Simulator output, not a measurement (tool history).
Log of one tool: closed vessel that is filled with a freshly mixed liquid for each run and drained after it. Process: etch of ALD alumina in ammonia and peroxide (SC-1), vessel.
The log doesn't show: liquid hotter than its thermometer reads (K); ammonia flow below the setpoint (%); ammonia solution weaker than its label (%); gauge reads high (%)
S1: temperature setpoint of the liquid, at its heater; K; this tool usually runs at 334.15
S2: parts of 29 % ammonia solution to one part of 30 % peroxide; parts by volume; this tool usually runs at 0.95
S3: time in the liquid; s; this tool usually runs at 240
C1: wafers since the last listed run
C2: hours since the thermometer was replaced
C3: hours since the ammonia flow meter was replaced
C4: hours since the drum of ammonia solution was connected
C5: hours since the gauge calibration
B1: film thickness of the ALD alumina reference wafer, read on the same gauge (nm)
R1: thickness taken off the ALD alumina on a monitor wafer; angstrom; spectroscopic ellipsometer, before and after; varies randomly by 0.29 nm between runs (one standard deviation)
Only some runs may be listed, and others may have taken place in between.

run   hour      S1    S2   S3     C1      C2      C3     C4      C5     B1     R1
  1    0.0  334.15  0.95  240      0  1226.2   629.6  611.9   618.7  39.99  426.3
  2   34.9  334.15  0.95  240   3267  1261.1   664.5  646.8   653.6  40.03  430.7
  3   74.2  334.15  0.95  240   3679  1300.4   703.8  686.1   692.9  39.99  430.3
  4  109.3  334.15  0.95  240   3285  1335.5   738.9  721.2   728.0  40.00  425.9
  5  173.0  334.15  0.95  240   5963  1399.2   802.6  784.9   791.7  40.02  435.2
  6  210.8  331.65  1.15  240   3538  1437.0   840.4  822.7   829.5  39.99  387.3
  7  282.5  331.65  1.15  240   6712  1508.7   912.1  894.4   901.2  40.00  390.4
  8  312.0  334.15  0.95  240   2761  1538.2   941.6  923.9   930.7  40.01  431.2
  9  336.3  334.15  0.95  240   2274  1562.5   965.9  948.2   955.0  40.01  437.0
 10  370.1  334.15  0.95  240   3164  1596.3   999.7  982.0   988.8  40.01  434.2
     381.3  -- new drum of ammonia solution connected
     466.0  -- thermometer replaced
 11  482.5  341.65  0.95  345  10335    16.5  1112.1  101.2  1101.2  40.00  854.4
 12  528.9  339.15  0.95  165   4343    62.9  1158.5  147.6  1147.6  40.00  359.0
 13  576.7  334.15  0.95  155   4474   110.7  1206.3  195.4  1195.4  40.00  267.3
     584.2  -- gauge calibrated
 14  637.3  327.65  1.15  170   5673   171.3  1266.9  256.0    53.1  40.00  210.6
 15  681.9  334.15  0.95  240   4175   215.9  1311.5  300.6    97.7  40.01  410.9
 16  710.7  334.15  0.95  240   2696   244.7  1340.3  329.4   126.5  40.01  413.3
 17  772.4  330.15  1.20  300   5776   306.4  1402.0  391.1   188.2  40.01  423.4
     774.8  -- ammonia flow meter replaced
 18  827.4  338.65  0.95  240   5055   361.4    52.6  446.1   243.2  40.00  518.3
 19  862.3  329.65  1.20  240   3267   396.3    87.5  481.0   278.1  39.99  334.6
 20  990.7  334.15  0.95  240  12020   524.7   215.9  609.4   406.5  39.99  417.7

Predict each of these 4 candidate next runs independently; none follows another, all start after run 20:
  A  991.4  334.15  0.95  240  65  525.4  216.6  610.1  407.2   ?   ?
  B  991.4  334.15  0.75  145  65  525.4  216.6  610.1  407.2   ?   ?
  C  991.4  334.15  1.20  240  65  525.4  216.6  610.1  407.2   ?   ?
  D  991.4  328.65  1.15  285  65  525.4  216.6  610.1  407.2   ?   ?

run     B1     R1
  A  40.01  417.4
  B  40.01  246.6
  C  40.01  426.7
  D  40.01  379.6
Stripped of hidden state, with their random variation kept, the same runs would have yielded:
run     R1
  A  407.7
  B  240.9
  C  416.8
  D  370.5
